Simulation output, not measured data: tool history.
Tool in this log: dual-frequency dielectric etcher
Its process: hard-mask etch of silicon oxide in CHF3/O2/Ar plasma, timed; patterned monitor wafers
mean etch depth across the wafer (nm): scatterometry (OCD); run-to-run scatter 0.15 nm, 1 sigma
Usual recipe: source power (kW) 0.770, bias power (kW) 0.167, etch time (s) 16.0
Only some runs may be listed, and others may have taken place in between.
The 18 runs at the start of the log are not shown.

run	day	source power (kW)	bias power (kW)	etch time (s)	wafers since the last listed run	hours since the last wet clean	hours since the last source power generator calibration	hours since the last bias power generator calibration	hours since the last upper electrode change	hours since the gauge calibration	read-back reference wafer on the same gauge, depth_nm	mean etch depth across the wafer (nm)
19	17.717	0.710	0.181	18.0	287	478.9	398.5	54.2	301.7	824.3	35.83	40.17
20	19.129	0.680	0.191	14.5	636	512.8	432.4	88.1	335.6	858.2	35.74	32.28
21	19.908	0.870	0.190	11.0	350	531.5	451.1	106.8	354.3	876.9	35.79	27.47
# day 20.288: gauge calibrated
# day 21.438: wet clean of the chamber
22	21.458	0.670	0.208	16.0	247	0.5	488.3	144.0	391.5	28.1	35.75	38.10
23	21.492	0.620	0.153	13.5	15	1.3	489.1	144.8	392.3	28.9	35.76	27.42
24	22.617	0.600	0.180	16.0	506	28.3	516.1	171.8	419.3	55.9	35.83	33.76
25	23.225	0.770	0.136	16.0	274	42.9	530.7	186.4	433.9	70.5	35.78	35.12
26	24.658	0.770	0.167	16.0	645	77.3	565.1	220.8	468.3	104.9	35.83	37.38
27	28.750	0.890	0.144	11.5	1842	175.5	663.3	319.0	566.5	203.1	35.84	27.50
28	30.238	0.950	0.138	14.0	669	211.2	699.0	354.7	602.2	238.8	35.83	33.72
29	31.729	0.870	0.133	16.0	671	247.0	734.8	390.5	638.0	274.6	35.81	36.43
30	33.046	0.930	0.167	16.0	593	278.6	766.4	422.1	669.6	306.2	35.80	40.81

4 options for the next run, each taken on its own from the tool as it stands now. Forecast them:
A	33.062	0.770	0.167	16.0	7	279.0	766.8	422.5	670.0	306.6	?	?
B	33.062	0.870	0.156	18.5	7	279.0	766.8	422.5	670.0	306.6	?	?
C	33.062	0.770	0.167	13.0	7	279.0	766.8	422.5	670.0	306.6	?	?
D	33.062	0.630	0.167	14.5	7	279.0	766.8	422.5	670.0	306.6	?	?

run	read-back reference wafer on the same gauge, depth_nm	mean etch depth across the wafer (nm)
A	35.82	36.45
B	35.82	43.89
C	35.82	29.61
D	35.82	29.57
Take away the tool's hidden state, keep each run's random variation, and the runs would have read:
run	mean etch depth across the wafer (nm)
A	37.45
B	45.10
C	30.43
D	30.38
